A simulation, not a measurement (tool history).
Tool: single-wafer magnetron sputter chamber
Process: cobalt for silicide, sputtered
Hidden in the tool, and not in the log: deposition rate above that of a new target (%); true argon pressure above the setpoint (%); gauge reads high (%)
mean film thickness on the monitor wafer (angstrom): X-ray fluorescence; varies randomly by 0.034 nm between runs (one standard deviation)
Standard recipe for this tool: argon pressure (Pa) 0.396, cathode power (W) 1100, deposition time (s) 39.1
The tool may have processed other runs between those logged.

run,hour,argon pressure (Pa),cathode power (W),deposition time (s),wafers since the last listed run,wafers on the sputter target,hours since the last manometer calibration,hours since the magnet pack was replaced,hours since the gauge calibration,"read-back reference wafer on the same gauge, thickness_nm",mean film thickness on the monitor wafer (angstrom)
1,0.0,0.439,1300,39.1,0,1413,2555.8,4099.4,297.3,23.305,241.81
# hour 2.0: gauge calibrated
2,21.9,0.439,1300,39.1,329,1742,2577.7,4121.3,19.9,23.301,242.16
3,39.5,0.396,1100,39.1,264,2006,2595.3,4138.9,37.5,23.307,216.20
4,75.1,0.396,1100,39.1,535,2541,2630.9,4174.5,73.1,23.304,215.81
5,108.1,0.396,1100,39.1,495,3037,2663.9,4207.5,106.1,23.298,215.13
6,126.8,0.396,1100,39.1,281,3318,2682.6,4226.2,124.8,23.301,215.20
7,145.3,0.396,1100,39.1,278,3596,2701.1,4244.7,143.3,23.300,215.55
# hour 179.0: magnet pack replaced
8,179.5,0.396,1100,39.1,393,3990,2735.3,0.5,177.5,23.301,214.71
9,208.6,0.396,1100,39.1,437,4427,2764.4,29.6,206.6,23.304,214.89
10,233.8,0.451,1100,33.3,378,4806,2789.6,54.8,231.8,23.294,176.41
11,267.5,0.396,1100,39.1,506,5312,2823.3,88.5,265.5,23.302,214.32
# hour 287.0: gauge calibrated
# hour 287.1: sputter target and shields replaced
12,287.6,0.498,850,42.4,181,7,2843.4,108.6,0.6,23.296,180.16
13,305.2,0.396,1100,39.1,264,272,2861.0,126.2,18.2,23.297,217.18
14,336.8,0.354,900,39.1,474,747,2892.6,157.8,49.8,23.302,189.57
# hour 375.3: capacitance manometer re-zeroed and calibrated
15,375.8,0.396,1100,39.1,465,1213,0.5,196.8,88.8,23.292,222.13
16,388.5,0.520,900,37.1,190,1404,13.2,209.5,101.5,23.301,168.18
17,412.5,0.294,1100,39.1,360,1764,37.2,233.5,125.5,23.306,234.25
18,426.7,0.396,1100,39.1,213,1978,51.4,247.7,139.7,23.313,221.26
19,454.1,0.396,1100,39.1,411,2389,78.8,275.1,167.1,23.303,221.23
20,473.0,0.396,950,39.1,284,2673,97.7,294.0,186.0,23.293,196.46

What will run 21 give?
21,485.3,0.351,1100,44.5,184,2858,110.0,306.3,198.3,?,?

read-back reference wafer on the same gauge, thickness_nm: 23.295
mean film thickness on the monitor wafer (angstrom): 257.27
With no hidden state in the tool, this same run would have given mean film thickness on the monitor wafer (angstrom) 262.18.
